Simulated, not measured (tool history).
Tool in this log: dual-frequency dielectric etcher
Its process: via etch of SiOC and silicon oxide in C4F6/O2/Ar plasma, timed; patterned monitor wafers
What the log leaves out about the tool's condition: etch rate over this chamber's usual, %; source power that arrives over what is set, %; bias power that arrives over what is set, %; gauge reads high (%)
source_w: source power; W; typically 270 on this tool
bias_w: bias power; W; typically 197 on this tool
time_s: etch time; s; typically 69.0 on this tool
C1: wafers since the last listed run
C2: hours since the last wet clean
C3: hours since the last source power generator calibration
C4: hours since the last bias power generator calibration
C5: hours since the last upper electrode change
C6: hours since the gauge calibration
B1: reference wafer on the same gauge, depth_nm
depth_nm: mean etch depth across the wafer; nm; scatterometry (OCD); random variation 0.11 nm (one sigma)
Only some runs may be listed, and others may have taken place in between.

run 1 hour=0.0 | source_w=270 bias_w=197 time_s=69.0 | C1=0 C2=386.8 C3=3958.3 C4=3371.6 C5=4422.0 C6=125.3 | B1=75.1 | depth_nm=70.7
run 2 hour=10.0 | source_w=270 bias_w=197 time_s=75.5 | C1=77 C2=396.8 C3=3968.3 C4=3381.6 C5=4432.0 C6=135.3 | B1=75.1 | depth_nm=77.1
run 3 hour=24.0 | source_w=270 bias_w=197 time_s=75.5 | C1=109 C2=410.8 C3=3982.3 C4=3395.6 C5=4446.0 C6=149.3 | B1=75.1 | depth_nm=77.1
run 4 hour=36.9 | source_w=270 bias_w=197 time_s=75.5 | C1=100 C2=423.7 C3=3995.2 C4=3408.5 C5=4458.9 C6=162.2 | B1=75.1 | depth_nm=77.0
run 5 hour=48.8 | source_w=220 bias_w=197 time_s=69.0 | C1=92 C2=435.6 C3=4007.1 C4=3420.4 C5=4470.8 C6=174.1 | B1=75.1 | depth_nm=65.6
run 6 hour=55.7 | source_w=220 bias_w=197 time_s=69.0 | C1=53 C2=442.5 C3=4014.0 C4=3427.3 C5=4477.7 C6=181.0 | B1=75.1 | depth_nm=65.4
-- hour=83.3 upper electrode replaced
-- hour=104.3 wet clean of the chamber
run 7 hour=104.8 | source_w=290 bias_w=197 time_s=69.0 | C1=31 C2=0.5 C3=4063.1 C4=3476.4 C5=21.5 C6=230.1 | B1=75.1 | depth_nm=73.9
run 8 hour=105.2 | source_w=290 bias_w=197 time_s=69.0 | C1=3 C2=0.9 C3=4063.5 C4=3476.8 C5=21.9 C6=230.5 | B1=75.1 | depth_nm=73.6
run 9 hour=105.5 | source_w=270 bias_w=170 time_s=69.0 | C1=2 C2=1.2 C3=4063.8 C4=3477.1 C5=22.2 C6=230.8 | B1=75.1 | depth_nm=67.2
-- hour=112.2 source power generator calibrated
run 10 hour=112.7 | source_w=290 bias_w=225 time_s=76.5 | C1=24 C2=8.4 C3=0.5 C4=3484.3 C5=29.4 C6=238.0 | B1=75.1 | depth_nm=86.7
run 11 hour=117.3 | source_w=290 bias_w=197 time_s=69.0 | C1=35 C2=13.0 C3=5.1 C4=3488.9 C5=34.0 C6=242.6 | B1=75.1 | depth_nm=73.8
-- hour=128.6 gauge calibrated
run 12 hour=133.1 | source_w=240 bias_w=197 time_s=56.0 | C1=123 C2=28.8 C3=20.9 C4=3504.7 C5=49.8 C6=4.5 | B1=75.1 | depth_nm=55.7
run 13 hour=143.5 | source_w=270 bias_w=197 time_s=69.0 | C1=81 C2=39.2 C3=31.3 C4=3515.1 C5=60.2 C6=14.9 | B1=75.1 | depth_nm=71.6
run 14 hour=160.5 | source_w=270 bias_w=197 time_s=75.0 | C1=132 C2=56.2 C3=48.3 C4=3532.1 C5=77.2 C6=31.9 | B1=75.1 | depth_nm=78.1
run 15 hour=166.8 | source_w=220 bias_w=197 time_s=53.0 | C1=49 C2=62.5 C3=54.6 C4=3538.4 C5=83.5 C6=38.2 | B1=75.1 | depth_nm=51.2
run 16 hour=175.5 | source_w=200 bias_w=197 time_s=69.0 | C1=67 C2=71.2 C3=63.3 C4=3547.1 C5=92.2 C6=46.9 | B1=75.1 | depth_nm=64.4
run 17 hour=182.0 | source_w=270 bias_w=229 time_s=69.0 | C1=50 C2=77.7 C3=69.8 C4=3553.6 C5=98.7 C6=53.4 | B1=75.1 | depth_nm=76.7
-- hour=193.7 bias power generator calibrated
run 18 hour=227.1 | source_w=330 bias_w=197 time_s=86.0 | C1=320 C2=122.8 C3=114.9 C4=33.4 C5=143.8 C6=98.5 | B1=75.1 | depth_nm=95.7
run 19 hour=242.8 | source_w=220 bias_w=197 time_s=53.0 | C1=122 C2=138.5 C3=130.6 C4=49.1 C5=159.5 C6=114.2 | B1=75.1 | depth_nm=51.0

Take each entry between the runs: how does the hidden state at the last listed run before it differ from the hidden state at the first listed run after it?
Run 6 -> run 7: upper electrode replaced (hour 83.3); wet clean of the chamber (hour 104.3)
  etch rate over this chamber's usual, %: -2.04 -> -0.00374
  difference, measured minus the result without the unlogged condition, depth_nm: -1.4 -> +0.0 nm
Run 9 -> run 10: source power generator calibrated (hour 112.2)
  etch rate over this chamber's usual, %: -0.00714 -> -0.0421
  difference, measured minus the result without the unlogged condition, depth_nm: +0.0 -> +0.0 nm
Run 11 -> run 12: gauge calibrated (hour 128.6)
  etch rate over this chamber's usual, %: -0.0645 -> -0.141
  difference, measured minus the result without the unlogged condition, depth_nm: +0.0 -> -0.1 nm
Run 17 -> run 18: bias power generator calibrated (hour 193.7)
  etch rate over this chamber's usual, %: -0.379 -> -0.598
  difference, measured minus the result without the unlogged condition, depth_nm: -0.3 -> -0.5 nm
